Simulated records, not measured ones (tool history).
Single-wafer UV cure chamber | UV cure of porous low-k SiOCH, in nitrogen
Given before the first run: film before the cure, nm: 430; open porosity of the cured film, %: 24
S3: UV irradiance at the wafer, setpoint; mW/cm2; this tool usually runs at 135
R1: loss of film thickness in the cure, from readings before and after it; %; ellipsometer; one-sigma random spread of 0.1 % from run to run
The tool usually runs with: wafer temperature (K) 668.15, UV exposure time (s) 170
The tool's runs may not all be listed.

Run 1, hour 0: usual settings. Result: R1 11.63 %.
Run 2, hour 8.3: usual settings. Result: R1 11.676 %.
Run 3, hour 22.1: usual settings but wafer temperature (K) 659.15. Result: R1 11.467 %.
Run 4, hour 37.2: usual settings but wafer temperature (K) 659.15. Result: R1 11.404 %.
Run 5, hour 52.7: usual settings but wafer temperature (K) 659.15. Result: R1 11.494 %.
Run 6, hour 66: usual settings. Result: R1 11.889 %.
Run 7, hour 76.9: usual settings. Result: R1 11.518 %.
Run 8, hour 91.9: usual settings. Result: R1 11.591 %.
Run 9, hour 131.7: usual settings. Result: R1 11.624 %.
At hour 141.7: UV bulbs replaced.
Run 10, hour 142.2: usual settings. Result: R1 11.55 %.
Run 11, hour 145.1: usual settings but wafer temperature (K) 687.15, UV exposure time (s) 95. Result: R1 9.136 %.

Run 12 is up next; what results do you expect?
Run 12, hour 155.1: usual settings but S3 160 mW/cm2. Result: R1 ?.

{"run 12": {"R1": 12.254}}
Without the tool's hidden state the same run would have given R1 13.409 %.
